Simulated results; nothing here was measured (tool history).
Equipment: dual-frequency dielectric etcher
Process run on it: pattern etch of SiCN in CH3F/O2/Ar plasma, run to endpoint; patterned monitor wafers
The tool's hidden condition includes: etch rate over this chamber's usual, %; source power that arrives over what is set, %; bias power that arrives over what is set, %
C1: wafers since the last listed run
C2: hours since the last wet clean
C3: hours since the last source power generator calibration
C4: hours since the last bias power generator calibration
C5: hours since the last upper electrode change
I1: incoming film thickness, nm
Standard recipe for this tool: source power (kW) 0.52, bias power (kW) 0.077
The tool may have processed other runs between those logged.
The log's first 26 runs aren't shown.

{"run": 27, "hour": 567.7, "source power (kW)": 0.59, "bias power (kW)": 0.096, "C1": 333, "C2": 393.5, "C3": 324.2, "C4": 334.3, "C5": 68.1, "I1": 7.01, "endpoint time (s)": 13.5}
{"run": 28, "hour": 586.2, "source power (kW)": 0.43, "bias power (kW)": 0.077, "C1": 210, "C2": 412, "C3": 342.7, "C4": 352.8, "C5": 86.6, "I1": 6.97, "endpoint time (s)": 16.9}
{"run": 29, "hour": 600.4, "source power (kW)": 0.58, "bias power (kW)": 0.07, "C1": 161, "C2": 426.2, "C3": 356.9, "C4": 367, "C5": 100.8, "I1": 7.02, "endpoint time (s)": 16.3}
{"run": 30, "hour": 623.8, "source power (kW)": 0.42, "bias power (kW)": 0.091, "C1": 266, "C2": 449.6, "C3": 380.3, "C4": 390.4, "C5": 124.2, "I1": 7, "endpoint time (s)": 15.5}
{"run": 31, "hour": 654.5, "source power (kW)": 0.45, "bias power (kW)": 0.094, "C1": 349, "C2": 480.3, "C3": 411, "C4": 421.1, "C5": 154.9, "I1": 6.95, "endpoint time (s)": 14.9}
{"run": 32, "hour": 669.4, "source power (kW)": 0.52, "bias power (kW)": 0.077, "C1": 169, "C2": 495.2, "C3": 425.9, "C4": 436, "C5": 169.8, "I1": 6.98, "endpoint time (s)": 15.8}
{"hour": 702.8, "done": "wet clean of the chamber"}
{"run": 33, "hour": 703.3, "source power (kW)": 0.56, "bias power (kW)": 0.077, "C1": 112, "C2": 0.5, "C3": 459.8, "C4": 469.9, "C5": 203.7, "I1": 6.99, "endpoint time (s)": 15.3}
{"run": 34, "hour": 718.8, "source power (kW)": 0.52, "bias power (kW)": 0.087, "C1": 176, "C2": 16, "C3": 475.3, "C4": 485.4, "C5": 219.2, "I1": 7, "endpoint time (s)": 14.7}
{"run": 35, "hour": 741.8, "source power (kW)": 0.4, "bias power (kW)": 0.064, "C1": 261, "C2": 39, "C3": 498.3, "C4": 508.4, "C5": 242.2, "I1": 6.96, "endpoint time (s)": 19}
{"run": 36, "hour": 761.7, "source power (kW)": 0.41, "bias power (kW)": 0.086, "C1": 226, "C2": 58.9, "C3": 518.2, "C4": 528.3, "C5": 262.1, "I1": 7.02, "endpoint time (s)": 16.1}

Predict each of these 3 candidate next runs independently; none follows another, all start after run 36:
{"run": "A", "hour": 762.1, "source power (kW)": 0.52, "bias power (kW)": 0.077, "C1": 4, "C2": 59.3, "C3": 518.6, "C4": 528.7, "C5": 262.5, "I1": 6.93, "endpoint time (s)": "?"}
{"run": "B", "hour": 762.1, "source power (kW)": 0.63, "bias power (kW)": 0.092, "C1": 4, "C2": 59.3, "C3": 518.6, "C4": 528.7, "C5": 262.5, "I1": 6.93, "endpoint time (s)": "?"}
{"run": "C", "hour": 762.1, "source power (kW)": 0.48, "bias power (kW)": 0.077, "C1": 4, "C2": 59.3, "C3": 518.6, "C4": 528.7, "C5": 262.5, "I1": 6.93, "endpoint time (s)": "?"}

run=A endpoint_time_(s)=15.6
run=B endpoint_time_(s)=13.3
run=C endpoint_time_(s)=16
What these runs would have given with no unlogged condition in the tool:
run=A endpoint_time_(s)=15.6
run=B endpoint_time_(s)=13.3
run=C endpoint_time_(s)=16
